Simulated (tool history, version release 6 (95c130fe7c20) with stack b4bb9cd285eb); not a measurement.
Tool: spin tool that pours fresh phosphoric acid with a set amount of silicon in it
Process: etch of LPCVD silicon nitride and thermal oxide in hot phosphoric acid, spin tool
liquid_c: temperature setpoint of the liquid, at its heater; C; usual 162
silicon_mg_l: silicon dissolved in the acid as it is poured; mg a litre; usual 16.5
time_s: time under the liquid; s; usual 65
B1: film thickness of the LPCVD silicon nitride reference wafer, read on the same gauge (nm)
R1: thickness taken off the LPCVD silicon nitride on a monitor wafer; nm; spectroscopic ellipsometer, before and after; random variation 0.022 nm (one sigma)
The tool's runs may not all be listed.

Run 1, hour 0: usual settings but liquid_c 161 C; B1 50.04. Result: R1 4.94 nm.
At hour 5.2: gauge calibrated.
Run 2, hour 14.7: usual settings but liquid_c 163.5 C; B1 50. Result: R1 5.4 nm.
Run 3, hour 67.6: usual settings but liquid_c 163.5 C; B1 49.99. Result: R1 5.33 nm.
Run 4, hour 79.1: usual settings but liquid_c 163.5 C; B1 50.01. Result: R1 5.34 nm.
At hour 91.3: heated supply line repaired.
Run 5, hour 93.2: usual settings; B1 50.01. Result: R1 5.71 nm.
Run 6, hour 101.6: usual settings but silicon_mg_l 26.5 mg a litre; B1 50. Result: R1 5.72 nm.
Run 7, hour 108.5: usual settings but silicon_mg_l 26.5 mg a litre; B1 49.99. Result: R1 5.71 nm.
Run 8, hour 123.8: usual settings but silicon_mg_l 26.5 mg a litre; B1 50. Result: R1 5.74 nm.
Run 9, hour 140: usual settings; B1 49.99. Result: R1 5.71 nm.
Run 10, hour 149.5: usual settings; B1 49.98. Result: R1 5.69 nm.
At hour 158.4: dissolved silicon flow meter replaced.
Run 11, hour 158.7: usual settings but liquid_c 160 C, silicon_mg_l 28 mg a litre, time_s 90 s; B1 50. Result: R1 7.36 nm.
At hour 165.4: thermometer replaced.
Run 12, hour 176.6: usual settings; B1 49.96. Result: R1 6.2 nm.
Run 13, hour 190.4: usual settings but liquid_c 160.5 C, silicon_mg_l 20 mg a litre, time_s 50 s; B1 50. Result: R1 4.53 nm.
At hour 202.8: gauge calibrated.
Run 14, hour 204.4: usual settings; B1 50.01. Result: R1 6.24 nm.
Run 15, hour 212.1: usual settings but liquid_c 164.5 C, silicon_mg_l 29 mg a litre, time_s 55 s; B1 50.01. Result: R1 5.69 nm.
Run 16, hour 227.6: usual settings but liquid_c 163 C, silicon_mg_l 12.5 mg a litre; B1 50.01. Result: R1 6.41 nm.
Run 17, hour 236.8: usual settings but liquid_c 164.5 C, silicon_mg_l 13 mg a litre, time_s 55 s; B1 50.01. Result: R1 5.7 nm.
Run 18, hour 245.8: usual settings but liquid_c 164 C, silicon_mg_l 6 mg a litre, time_s 55 s; B1 50. Result: R1 5.6 nm.
Run 19, hour 257.5: usual settings but liquid_c 164.5 C, silicon_mg_l 29 mg a litre, time_s 55 s; B1 50.01. Result: R1 5.67 nm.
Run 20, hour 270.1: usual settings but liquid_c 164.5 C, silicon_mg_l 11.5 mg a litre, time_s 30 s; B1 50. Result: R1 3.1 nm.

Forecast each of these 4 alternatives for the next run:
Run A, hour 270.5: usual settings; B1 ?. Result: R1 ?.
Run B, hour 270.5: usual settings but liquid_c 159 C, silicon_mg_l 8 mg a litre; B1 ?. Result: R1 ?.
Run C, hour 270.5: usual settings but liquid_c 159.5 C, time_s 75 s; B1 ?. Result: R1 ?.
Run D, hour 270.5: usual settings but silicon_mg_l 7.5 mg a litre, time_s 50 s; B1 ?. Result: R1 ?.

run  B1    R1
  A  50  6.16
  B  50  5.57
  C  50  6.53
  D  50  4.74
Without the tool's hidden state the same runs would have given:
run    R1
  A  6.33
  B  5.72
  C  6.71
  D  4.87

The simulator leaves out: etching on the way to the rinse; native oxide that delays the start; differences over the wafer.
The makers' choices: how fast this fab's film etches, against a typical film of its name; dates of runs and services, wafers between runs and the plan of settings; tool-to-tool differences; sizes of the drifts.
